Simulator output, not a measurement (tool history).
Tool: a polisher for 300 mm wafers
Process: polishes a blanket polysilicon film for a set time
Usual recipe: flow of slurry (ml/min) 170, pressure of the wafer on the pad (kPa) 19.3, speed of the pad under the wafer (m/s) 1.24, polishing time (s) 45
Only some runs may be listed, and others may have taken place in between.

run    hour  flow of slurry (ml/min)  pressure of the wafer on the pad (kPa)  speed of the pad under the wafer (m/s)  polishing time (s)  wafers since the last listed run  wafers polished on this pad  hours since the slurry nozzle was cleaned  hours since the head pressure was calibrated  incoming thickness of the incoming film, nm  film removed (nm)
  1     0.0                      205                                    17.2                                    1.24                  45                                 0                         2660                                      253.6                                         490.0                                       1337.9              333.8
       51.0  -- worn pad replaced by a new one
  2    60.1                      170                                    19.3                                    1.24                  36                               602                           97                                      313.7                                         550.1                                       1337.4              286.4
  3   103.9                      170                                    19.3                                    1.24                  36                               470                          568                                      357.5                                         593.9                                       1323.7              282.5
      166.6  -- head pressure recalibrated
      176.5  -- slurry nozzle cleaned
  4   208.2                      170                                    19.3                                    1.24                  36                              1088                         1656                                       31.7                                          41.6                                       1320.4              298.7
  5   250.6                      170                                    15.9                                    1.24                  45                               455                         2112                                       74.1                                          84.0                                       1310.5              318.0
      326.0  -- worn pad replaced by a new one
  6   326.5                      170                                    15.9                                    1.24                  45                               772                            5                                      150.0                                         159.9                                       1331.0              309.3
  7   377.0                      170                                    15.9                                    1.24                  45                               542                          548                                      200.5                                         210.4                                       1320.7              304.4
  8   431.7                      170                                    19.3                                    1.24                  45                               587                         1135                                      255.2                                         265.1                                       1328.9              365.6
  9   519.5                      170                                    19.3                                    1.24                  45                               943                         2079                                      343.0                                         352.9                                       1321.2              360.5
      523.9  -- slurry nozzle cleaned
 10   556.2                      170                                    19.3                                    1.24                  45                               383                         2462                                       32.3                                         389.6                                       1341.0              370.3
      640.0  -- worn pad replaced by a new one
 11   654.0                      170                                    19.3                                    1.24                  45                              1007                          150                                      130.1                                         487.4                                       1298.1              368.1
 12   691.2                      215                                    23.4                                    1.44                  45                               399                          550                                      167.3                                         524.6                                       1326.6              523.4
 13   758.6                      170                                    19.3                                    1.24                  45                               724                         1274                                      234.7                                         592.0                                       1324.3              362.7
      804.8  -- head pressure recalibrated
 14   838.7                      170                                    19.3                                    1.24                  45                               839                         2113                                      314.8                                          33.9                                       1314.0              347.6
      892.4  -- worn pad replaced by a new one
 15   906.0                      170                                    19.3                                    1.24                  49                               680                          146                                      382.1                                         101.2                                       1316.2              372.4
      921.1  -- slurry nozzle cleaned
 16   987.7                      170                                    19.3                                    1.46                  36                               866                         1013                                       66.6                                         182.9                                       1321.9              354.5
 17  1050.8                      110                                    24.1                                    0.80                  38                               677                         1691                                      129.7                                         246.0                                       1306.6              233.0
     1145.6  -- worn pad replaced by a new one
 18  1157.5                      170                                    19.3                                    1.24                  37                              1103                          127                                      236.4                                         352.7                                       1319.5              303.1
 19  1208.2                      190                                    22.8                                    1.08                  51                               544                          672                                      287.1                                         403.4                                       1316.4              433.7
 20  1252.5                      170                                    19.3                                    1.40                  60                               475                         1148                                      331.4                                         447.7                                       1304.5              530.3
     1327.9  -- slurry nozzle cleaned
 21  1355.0                      190                                    19.3                                    1.24                  45                              1090                         2238                                       27.1                                         550.2                                       1334.3              377.8
 22  1423.7                      170                                    19.3                                    1.24                  51                               738                         2976                                       95.8                                         618.9                                       1306.1              429.7
     1482.2  -- worn pad replaced by a new one
 23  1482.7                      170                                    19.3                                    1.24                  45                               590                            5                                      154.8                                         677.9                                       1314.2              373.3

3 options for the next run, each taken on its own from the tool as it stands now. Forecast them:
  A  1483.1                      170                                    19.3                                    1.24                  45                                 4                            9                                      155.2                                         678.3                                       1308.9                  ?
  B  1483.1                      170                                    23.4                                    1.04                  45                                 4                            9                                      155.2                                         678.3                                       1308.9                  ?
  C  1483.1                      170                                    15.2                                    1.24                  45                                 4                            9                                      155.2                                         678.3                                       1308.9                  ?

run  film removed (nm)
  A              370.1
  B              377.6
  C              298.1
What these runs would have given with no unlogged condition in the tool:
run  film removed (nm)
  A              379.7
  B              387.5
  C              305.9

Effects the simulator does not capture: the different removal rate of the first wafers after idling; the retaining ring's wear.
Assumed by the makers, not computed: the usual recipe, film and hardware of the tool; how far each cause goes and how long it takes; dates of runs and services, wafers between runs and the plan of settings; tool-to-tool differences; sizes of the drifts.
